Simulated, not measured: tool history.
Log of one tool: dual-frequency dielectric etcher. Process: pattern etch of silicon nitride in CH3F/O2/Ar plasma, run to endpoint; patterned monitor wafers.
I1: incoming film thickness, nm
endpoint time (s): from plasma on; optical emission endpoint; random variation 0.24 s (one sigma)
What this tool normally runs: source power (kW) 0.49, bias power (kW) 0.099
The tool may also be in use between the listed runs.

{"run": 1, "hour": 0.0, "source power (kW)": 0.49, "bias power (kW)": 0.099, "I1": 31.61, "endpoint time (s)": 39.2}
{"run": 2, "hour": 23.4, "source power (kW)": 0.49, "bias power (kW)": 0.099, "I1": 31.8, "endpoint time (s)": 39.2}
{"run": 3, "hour": 50.3, "source power (kW)": 0.49, "bias power (kW)": 0.099, "I1": 31.81, "endpoint time (s)": 39.2}
{"run": 4, "hour": 79.4, "source power (kW)": 0.49, "bias power (kW)": 0.099, "I1": 31.86, "endpoint time (s)": 39.9}
{"run": 5, "hour": 106.4, "source power (kW)": 0.49, "bias power (kW)": 0.099, "I1": 31.87, "endpoint time (s)": 39.8}
{"run": 6, "hour": 121.6, "source power (kW)": 0.49, "bias power (kW)": 0.099, "I1": 31.69, "endpoint time (s)": 39.5}
{"run": 7, "hour": 135.7, "source power (kW)": 0.49, "bias power (kW)": 0.099, "I1": 31.58, "endpoint time (s)": 39.6}
{"hour": 161.1, "done": "upper electrode replaced"}
{"run": 8, "hour": 168.3, "source power (kW)": 0.49, "bias power (kW)": 0.099, "I1": 31.63, "endpoint time (s)": 39.6}
{"hour": 177.8, "done": "bias power generator calibrated"}
{"run": 9, "hour": 184.9, "source power (kW)": 0.49, "bias power (kW)": 0.099, "I1": 31.34, "endpoint time (s)": 39.3}
{"run": 10, "hour": 218.3, "source power (kW)": 0.55, "bias power (kW)": 0.099, "I1": 31.7, "endpoint time (s)": 37.8}
{"hour": 226.9, "done": "source power generator calibrated"}
{"run": 11, "hour": 239.6, "source power (kW)": 0.4, "bias power (kW)": 0.099, "I1": 31.7, "endpoint time (s)": 44.1}
{"run": 12, "hour": 254.3, "source power (kW)": 0.49, "bias power (kW)": 0.099, "I1": 31.19, "endpoint time (s)": 39.4}
{"run": 13, "hour": 278.0, "source power (kW)": 0.49, "bias power (kW)": 0.099, "I1": 31.77, "endpoint time (s)": 40.7}
{"hour": 326.6, "done": "wet clean of the chamber"}
{"run": 14, "hour": 327.1, "source power (kW)": 0.6, "bias power (kW)": 0.083, "I1": 31.69, "endpoint time (s)": 38.2}
{"run": 15, "hour": 327.4, "source power (kW)": 0.42, "bias power (kW)": 0.088, "I1": 31.23, "endpoint time (s)": 43.3}
{"run": 16, "hour": 345.2, "source power (kW)": 0.53, "bias power (kW)": 0.108, "I1": 31.35, "endpoint time (s)": 34.7}
{"run": 17, "hour": 364.4, "source power (kW)": 0.59, "bias power (kW)": 0.08, "I1": 31.72, "endpoint time (s)": 39.6}
{"run": 18, "hour": 386.4, "source power (kW)": 0.58, "bias power (kW)": 0.082, "I1": 31.55, "endpoint time (s)": 39.1}
{"run": 19, "hour": 406.3, "source power (kW)": 0.49, "bias power (kW)": 0.099, "I1": 31.64, "endpoint time (s)": 37.8}
{"run": 20, "hour": 436.1, "source power (kW)": 0.44, "bias power (kW)": 0.078, "I1": 31.92, "endpoint time (s)": 47.1}
{"run": 21, "hour": 461.5, "source power (kW)": 0.6, "bias power (kW)": 0.099, "I1": 31.5, "endpoint time (s)": 34.5}
{"run": 22, "hour": 509.4, "source power (kW)": 0.49, "bias power (kW)": 0.111, "I1": 31.55, "endpoint time (s)": 35.5}

Run-by-run hidden state of the tool:
source power that arrives over what is set, %: 0 in every run
bias power that arrives over what is set, %: 0 in every run
H1: etch rate over this chamber's usual, %
run=1 H1=-3.42
run=2 H1=-3.61
run=3 H1=-3.83
run=4 H1=-4.08
run=5 H1=-4.3
run=6 H1=-4.43
run=7 H1=-4.54
run=8 H1=-4.81
run=9 H1=-4.95
run=10 H1=-5.23
run=11 H1=-5.4
run=12 H1=-5.53
run=13 H1=-5.72
run=14 H1=0.0782
run=15 H1=0.0757
run=16 H1=-0.0719
run=17 H1=-0.231
run=18 H1=-0.414
run=19 H1=-0.579
run=20 H1=-0.826
run=21 H1=-1.04
run=22 H1=-1.43
